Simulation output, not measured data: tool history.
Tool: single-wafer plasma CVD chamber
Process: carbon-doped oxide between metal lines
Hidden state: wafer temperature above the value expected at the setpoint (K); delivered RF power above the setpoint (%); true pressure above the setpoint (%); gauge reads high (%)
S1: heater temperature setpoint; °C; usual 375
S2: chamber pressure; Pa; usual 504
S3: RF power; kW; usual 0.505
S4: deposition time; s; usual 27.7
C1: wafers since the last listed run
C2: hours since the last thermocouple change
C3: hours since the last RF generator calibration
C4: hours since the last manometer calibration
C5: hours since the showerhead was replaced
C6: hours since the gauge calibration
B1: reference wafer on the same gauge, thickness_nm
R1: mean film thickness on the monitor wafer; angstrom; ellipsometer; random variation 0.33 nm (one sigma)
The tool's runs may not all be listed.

run,hour,S1,S2,S3,S4,C1,C2,C3,C4,C5,C6,B1,R1
1,0.0,375,504,0.505,30.8,0,1710.2,768.8,1583.7,5540.3,362.7,153.121,1493.23
2,19.1,369,504,0.505,27.7,286,1729.3,787.9,1602.8,5559.4,381.8,153.012,1360.38
3,31.2,369,504,0.505,27.7,181,1741.4,800.0,1614.9,5571.5,393.9,152.989,1358.84
4,62.9,369,504,0.505,27.7,474,1773.1,831.7,1646.6,5603.2,425.6,153.029,1354.75
5,77.1,375,504,0.505,27.7,212,1787.3,845.9,1660.8,5617.4,439.8,153.010,1345.82
6,111.1,387,504,0.505,27.7,509,1821.3,879.9,1694.8,5651.4,473.8,153.076,1314.24
7,132.3,375,504,0.505,27.7,317,1842.5,901.1,1716.0,5672.6,495.0,153.071,1348.75
8,145.1,375,504,0.505,27.7,191,1855.3,913.9,1728.8,5685.4,507.8,153.036,1336.86
9,171.9,375,504,0.505,27.7,401,1882.1,940.7,1755.6,5712.2,534.6,153.006,1336.75
10,191.3,375,504,0.505,27.7,290,1901.5,960.1,1775.0,5731.6,554.0,152.971,1339.07
11,206.8,375,504,0.505,27.7,232,1917.0,975.6,1790.5,5747.1,569.5,153.105,1349.86
12,221.9,375,504,0.505,27.7,226,1932.1,990.7,1805.6,5762.2,584.6,152.926,1341.26
13,234.6,375,504,0.505,27.7,190,1944.8,1003.4,1818.3,5774.9,597.3,153.052,1345.26
# hour 259.5: gauge calibrated
# hour 262.7: capacitance manometer re-zeroed and calibrated
14,295.0,366,504,0.440,22.5,785,2005.2,1063.8,32.3,5835.3,35.5,153.037,1006.18
# hour 324.3: thermocouple changed; heater temperature recalibrated
15,324.8,381,547,0.505,27.7,326,0.5,1093.6,62.1,5865.1,65.3,153.088,1338.07
16,342.3,375,504,0.505,27.7,262,18.0,1111.1,79.6,5882.6,82.8,152.976,1348.36
17,359.4,375,459,0.505,27.7,256,35.1,1128.2,96.7,5899.7,99.9,153.125,1325.95
18,372.8,366,591,0.605,31.8,200,48.5,1141.6,110.1,5913.1,113.3,153.133,1804.55
# hour 395.2: RF generator calibrated
19,403.0,375,504,0.505,27.7,332,78.7,7.8,140.3,5943.3,143.5,152.993,1343.74
20,419.4,383,583,0.505,25.7,245,95.1,24.2,156.7,5959.7,159.9,153.018,1252.05
21,439.3,375,504,0.505,27.7,298,115.0,44.1,176.6,5979.6,179.8,152.992,1345.31
22,461.2,384,379,0.440,24.9,328,136.9,66.0,198.5,6001.5,201.7,153.046,1047.29
23,477.3,375,504,0.505,27.7,241,153.0,82.1,214.6,6017.6,217.8,152.986,1334.34
# hour 490.3: showerhead replaced
24,505.4,363,593,0.505,32.2,301,181.1,110.2,242.7,15.1,245.9,153.032,1637.63
25,525.3,375,504,0.505,27.7,298,201.0,130.1,262.6,35.0,265.8,153.035,1340.89
26,555.1,375,504,0.505,27.7,446,230.8,159.9,292.4,64.8,295.6,152.964,1347.31
27,586.2,369,587,0.505,27.7,465,261.9,191.0,323.5,95.9,326.7,152.982,1385.97
28,613.7,375,563,0.505,27.7,412,289.4,218.5,351.0,123.4,354.2,152.963,1359.43
29,638.0,361,504,0.540,27.7,364,313.7,242.8,375.3,147.7,378.5,152.986,1446.53

How the hidden state differs across the entries between the runs, from the last listed run before each to the first after it:
Between runs 13 and 14: gauge calibrated (hour 259.5); capacitance manometer re-zeroed and calibrated (hour 262.7)
  no hidden state differs between the two runs
Between runs 14 and 15: thermocouple changed; heater temperature recalibrated (hour 324.3)
  no hidden state differs between the two runs
Between runs 18 and 19: RF generator calibrated (hour 395.2)
  no hidden state differs between the two runs
Between runs 23 and 24: showerhead replaced (hour 490.3)
  no hidden state differs between the two runs
